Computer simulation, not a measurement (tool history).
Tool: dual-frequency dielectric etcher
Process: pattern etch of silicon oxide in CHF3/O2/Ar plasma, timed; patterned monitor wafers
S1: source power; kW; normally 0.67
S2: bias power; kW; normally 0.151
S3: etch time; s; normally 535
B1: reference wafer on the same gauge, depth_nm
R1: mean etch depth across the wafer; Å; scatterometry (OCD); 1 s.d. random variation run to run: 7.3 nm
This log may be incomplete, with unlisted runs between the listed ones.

run 1 day=0 | S1=0.67 S2=0.151 S3=535 | B1=1069.9 | R1=11207
run 2 day=2.279 | S1=0.67 S2=0.151 S3=535 | B1=1069.4 | R1=11224
-- day=5.696 wet clean of the chamber
run 3 day=6.017 | S1=0.79 S2=0.151 S3=535 | B1=1069.4 | R1=11369
run 4 day=7.571 | S1=0.79 S2=0.151 S3=535 | B1=1070.1 | R1=11517
run 5 day=11.008 | S1=0.79 S2=0.151 S3=535 | B1=1070.9 | R1=11627
-- day=14.671 bias power generator calibrated
run 6 day=16.133 | S1=0.59 S2=0.151 S3=629.5 | B1=1070.2 | R1=12384
-- day=17.35 gauge calibrated
run 7 day=20.246 | S1=0.59 S2=0.151 S3=629.5 | B1=1069.4 | R1=12777
-- day=21.442 upper electrode replaced, of another model than before
run 8 day=22.175 | S1=0.84 S2=0.151 S3=535 | B1=1070.6 | R1=12700
-- day=23.146 source power generator calibrated
-- day=24.925 wet clean of the chamber
run 9 day=24.946 | S1=0.67 S2=0.151 S3=421.5 | B1=1070.4 | R1=8521
run 10 day=26.108 | S1=0.79 S2=0.151 S3=455.5 | B1=1069.2 | R1=9911
run 11 day=28.958 | S1=0.67 S2=0.151 S3=591.5 | B1=1069.6 | R1=12041
run 12 day=30.475 | S1=0.67 S2=0.151 S3=535 | B1=1069 | R1=10961
run 13 day=34.788 | S1=0.67 S2=0.151 S3=626.5 | B1=1070.2 | R1=13025
run 14 day=39.192 | S1=0.67 S2=0.151 S3=535 | B1=1070.4 | R1=11178
-- day=43.079 wet clean of the chamber
run 15 day=43.096 | S1=0.67 S2=0.151 S3=535 | B1=1069.8 | R1=10790

For each run, the measured value with the value that run would have given without the tool's hidden condition subtracted. The run-to-run variation is shared by both, the gauge scatter possibly not:
The hidden state here: etch rate over this chamber's usual, %; source power that arrives over what is set, %; bias power that arrives over what is set, %; gauge reads high (%).
run=1 R1=+328
run=2 R1=+391
run=3 R1=+45
run=4 R1=+91
run=5 R1=+191
run=6 R1=+358
run=7 R1=+495
run=8 R1=+549
run=9 R1=-5
run=10 R1=+23
run=11 R1=+114
run=12 R1=+145
run=13 R1=+311
run=14 R1=+385
run=15 R1=+37
